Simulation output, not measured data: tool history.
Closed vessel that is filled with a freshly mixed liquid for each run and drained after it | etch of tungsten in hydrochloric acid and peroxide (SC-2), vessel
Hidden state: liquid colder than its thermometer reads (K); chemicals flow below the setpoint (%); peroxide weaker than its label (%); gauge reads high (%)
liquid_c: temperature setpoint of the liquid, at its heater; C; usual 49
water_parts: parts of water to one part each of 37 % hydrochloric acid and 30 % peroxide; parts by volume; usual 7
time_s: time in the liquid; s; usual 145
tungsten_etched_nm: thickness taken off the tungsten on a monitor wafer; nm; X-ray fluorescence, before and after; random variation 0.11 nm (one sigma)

run	day	liquid_c	water_parts	time_s	wafers since the last listed run	hours since the thermometer was replaced	hours since the chemicals flow meter was replaced	hours since the drum of peroxide was connected	hours since the gauge calibration	read-back film thickness of the tungsten reference wafer, read on the same gauge (nm)	tungsten_etched_nm
1	0	49	5	145	0	257.2	258.5	107.9	740.9	139.99	24.35
2	2.258	49	5	145	6477	311.4	312.7	162.1	795.1	139.99	24.12
3	4.429	49	9.5	145	6226	363.5	364.8	214.2	847.2	140.01	14.64
4	5.942	49	9.5	145	4338	399.8	401.1	250.5	883.5	139.98	14.63
5	7.425	49	9.5	145	4254	435.4	436.7	286.1	919.1	139.98	14.6
6	10.083	49	7	145	7625	499.2	500.5	349.9	982.9	139.98	18.62
7	11.162	49	7	145	3095	525.1	526.4	375.8	1008.8	140	18.63
# day 12.321: thermometer replaced
8	12.946	49	7	145	4995	15	569.2	418.6	1051.6	140.02	18.62
9	14.925	49	7	145	5676	62.5	616.7	466.1	1099.1	139.96	18.55
10	16.346	49	7	145	4075	96.6	650.8	500.2	1133.2	139.98	18.46
11	18.696	49	7	145	6740	153	707.2	556.6	1189.6	140.01	18.41
12	20.492	49	7	145	5151	196.1	750.3	599.7	1232.7	139.98	18.55
13	22.233	45	6	145	4995	237.9	792.1	641.5	1274.5	140.03	15.87
14	23.933	49	7	145	4876	278.7	832.9	682.3	1315.3	140	18.27
15	25.154	49	4.5	145	3501	308	862.2	711.6	1344.6	139.99	25.62
16	27.271	49	7	145	6071	358.8	913	762.4	1395.4	139.98	18.2
# day 29.525: chemicals flow meter replaced
17	29.546	49	7	65	6406	413.4	0.5	817	1450	140.02	8.15
18	32.308	42.5	7	70	7923	479.7	66.8	883.3	1516.3	140.02	5.63
# day 34.696: gauge calibrated
# day 35.417: thermometer replaced
19	40.088	49	7	145	22193	112.1	253.5	1070	129.4	140.01	17.87
20	41.812	43.5	4	145	4947	153.5	294.9	1111.4	170.8	140.01	18.39
21	42.854	46.5	9.5	200	2987	178.5	319.9	1136.4	195.8	139.99	16.18
# day 43.071: new drum of peroxide connected
22	44.612	39.5	8	205	4924	220.7	362.1	37	238	140.03	12.56
23	47.221	56	8	115	7481	283.3	424.7	99.6	300.6	140.04	21.46
24	48.579	49	7	145	3896	315.9	457.3	132.2	333.2	140	18.93
25	49.808	57.5	4.5	90	3525	345.4	486.8	161.7	362.7	139.98	28.63
# day 55.521: thermometer replaced
26	56.938	49	7	145	20329	34	657.9	332.8	533.8	139.99	18.8
27	59.346	49	7	145	6907	91.8	715.7	390.6	591.6	140.02	18.83
28	60.792	42	9.5	65	4147	126.5	750.4	425.3	626.3	139.96	4.02
29	62.033	49	8	145	3561	156.3	780.2	455.1	656.1	139.98	16.79
30	64.571	49	7	145	7278	217.2	841.1	516	717	140.01	18.48
31	66.808	46	5.5	170	6417	270.9	894.8	569.7	770.7	140.03	21.43

Forecast each of these 3 alternatives for the next run:
A	66.838	49	7	145	83	271.6	895.5	570.4	771.4	?	?
B	66.838	56	5.5	220	83	271.6	895.5	570.4	771.4	?	?
C	66.838	41	9.5	205	83	271.6	895.5	570.4	771.4	?	?

run	read-back film thickness of the tungsten reference wafer, read on the same gauge (nm)	tungsten_etched_nm
A	140	18.54
B	140	53.5
C	140	11.82
Without the tool's hidden state the same runs would have given:
run	tungsten_etched_nm
A	19.3
B	55.64
C	12.31
